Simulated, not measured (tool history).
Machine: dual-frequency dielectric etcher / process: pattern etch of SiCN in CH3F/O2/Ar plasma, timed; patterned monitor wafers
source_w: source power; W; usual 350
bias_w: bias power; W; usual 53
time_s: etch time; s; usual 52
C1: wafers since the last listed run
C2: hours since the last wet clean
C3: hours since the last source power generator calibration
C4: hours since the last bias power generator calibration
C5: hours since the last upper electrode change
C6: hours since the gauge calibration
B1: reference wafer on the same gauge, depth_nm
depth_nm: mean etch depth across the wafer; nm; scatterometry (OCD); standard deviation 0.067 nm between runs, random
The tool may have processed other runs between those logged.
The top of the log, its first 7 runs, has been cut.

Run 8, hour 397.5: usual settings; C1 640; C2 84.6; C3 3102.4; C4 3725.4; C5 2975.5; C6 323.7; B1 19.68. Result: depth_nm 17.03 nm.
Run 9, hour 473.3: usual settings but source_w 390 W, bias_w 44 W, time_s 38 s; C1 707; C2 160.4; C3 3178.2; C4 3801.2; C5 3051.3; C6 399.5; B1 19.7. Result: depth_nm 11.63 nm.
Run 10, hour 507.9: usual settings but source_w 320 W, bias_w 59 W; C1 322; C2 195; C3 3212.8; C4 3835.8; C5 3085.9; C6 434.1; B1 19.72. Result: depth_nm 17.66 nm.
Run 11, hour 550.4: usual settings but source_w 270 W, time_s 59 s; C1 396; C2 237.5; C3 3255.3; C4 3878.3; C5 3128.4; C6 476.6; B1 19.67. Result: depth_nm 18.31 nm.
At hour 565.8: bias power generator calibrated.
Run 12, hour 587.9: usual settings but source_w 400 W, bias_w 47 W, time_s 44.5 s; C1 312; C2 275; C3 3292.8; C4 22.1; C5 3165.9; C6 514.1; B1 19.69. Result: depth_nm 14.2 nm.
Run 13, hour 630.4: usual settings but source_w 390 W, bias_w 63 W, time_s 44 s; C1 396; C2 317.5; C3 3335.3; C4 64.6; C5 3208.4; C6 556.6; B1 19.7. Result: depth_nm 16.35 nm.
At hour 673: source power generator calibrated.
Run 14, hour 681.5: usual settings; C1 439; C2 368.6; C3 8.5; C4 115.7; C5 3259.5; C6 607.7; B1 19.69. Result: depth_nm 17.15 nm.
At hour 846: wet clean of the chamber.
Run 15, hour 873.9: usual settings but source_w 290 W, bias_w 62 W, time_s 66 s; C1 1571; C2 27.9; C3 200.9; C4 308.1; C5 3451.9; C6 800.1; B1 19.69. Result: depth_nm 22.19 nm.
At hour 923.7: upper electrode replaced.
Run 16, hour 939.5: usual settings but source_w 420 W, bias_w 45 W, time_s 60.5 s; C1 388; C2 93.5; C3 266.5; C4 373.7; C5 15.8; C6 865.7; B1 19.72. Result: depth_nm 18.88 nm.
Run 17, hour 966.1: usual settings but time_s 63.5 s; C1 248; C2 120.1; C3 293.1; C4 400.3; C5 42.4; C6 892.3; B1 19.69. Result: depth_nm 20.87 nm.
Run 18, hour 1011.2: usual settings; C1 420; C2 165.2; C3 338.2; C4 445.4; C5 87.5; C6 937.4; B1 19.69. Result: depth_nm 17.19 nm.
Run 19, hour 1064.9: usual settings but source_w 420 W, bias_w 49 W; C1 501; C2 218.9; C3 391.9; C4 499.1; C5 141.2; C6 991.1; B1 19.71. Result: depth_nm 17.1 nm.
Run 20, hour 1127: usual settings but time_s 44 s; C1 579; C2 281; C3 454; C4 561.2; C5 203.3; C6 1053.2; B1 19.7. Result: depth_nm 14.43 nm.
Run 21, hour 1156.9: usual settings but source_w 260 W, time_s 57.5 s; C1 279; C2 310.9; C3 483.9; C4 591.1; C5 233.2; C6 1083.1; B1 19.69. Result: depth_nm 17.68 nm.
Run 22, hour 1191.2: usual settings; C1 320; C2 345.2; C3 518.2; C4 625.4; C5 267.5; C6 1117.4; B1 19.72. Result: depth_nm 17.29 nm.
Run 23, hour 1262.2: usual settings but source_w 400 W, bias_w 62 W, time_s 63 s; C1 662; C2 416.2; C3 589.2; C4 696.4; C5 338.5; C6 1188.4; B1 19.71. Result: depth_nm 23.42 nm.
At hour 1317.7: wet clean of the chamber.
Run 24, hour 1318.2: usual settings but bias_w 59 W, time_s 57 s; C1 298; C2 0.5; C3 645.2; C4 752.4; C5 394.5; C6 1244.4; B1 19.67. Result: depth_nm 19.58 nm.
Run 25, hour 1357.1: usual settings but source_w 410 W; C1 363; C2 39.4; C3 684.1; C4 791.3; C5 433.4; C6 1283.3; B1 19.7. Result: depth_nm 17.69 nm.
Run 26, hour 1404.4: usual settings; C1 441; C2 86.7; C3 731.4; C4 838.6; C5 480.7; C6 1330.6; B1 19.72. Result: depth_nm 16.93 nm.
Run 27, hour 1465.1: usual settings but source_w 330 W, bias_w 60 W, time_s 38.5 s; C1 566; C2 147.4; C3 792.1; C4 899.3; C5 541.4; C6 1391.3; B1 19.71. Result: depth_nm 13.27 nm.
Run 28, hour 1519.8: usual settings; C1 510; C2 202.1; C3 846.8; C4 954; C5 596.1; C6 1446; B1 19.69. Result: depth_nm 17.08 nm.
Run 29, hour 1545.7: usual settings but bias_w 56 W; C1 241; C2 228; C3 872.7; C4 979.9; C5 622; C6 1471.9; B1 19.7. Result: depth_nm 17.67 nm.
At hour 1545.8: gauge calibrated.
Run 30, hour 1585.5: usual settings; C1 371; C2 267.8; C3 912.5; C4 1019.7; C5 661.8; C6 39.7; B1 19.71. Result: depth_nm 17.03 nm.
Run 31, hour 1641.9: usual settings but source_w 280 W, bias_w 60 W, time_s 58 s; C1 526; C2 324.2; C3 968.9; C4 1076.1; C5 718.2; C6 96.1; B1 19.68. Result: depth_nm 19.57 nm.

Consider 3 possible next runs. They are alternatives, not a sequence: every one starts from the tool as it was left by run 31. What does each give?
Run A, hour 1642.3: usual settings but time_s 62 s; C1 3; C2 324.6; C3 969.3; C4 1076.5; C5 718.6; C6 96.5; B1 ?. Result: depth_nm ?.
Run B, hour 1642.3: usual settings but source_w 330 W; C1 3; C2 324.6; C3 969.3; C4 1076.5; C5 718.6; C6 96.5; B1 ?. Result: depth_nm ?.
Run C, hour 1642.3: usual settings but source_w 280 W; C1 3; C2 324.6; C3 969.3; C4 1076.5; C5 718.6; C6 96.5; B1 ?. Result: depth_nm ?.

run     B1  depth_nm
  A  19.67     20.36
  B  19.67     16.85
  C  19.67     16.25
Had the tool no hidden state, the same runs would have come out as:
run  depth_nm
  A     20.06
  B      16.6
  C     16.01
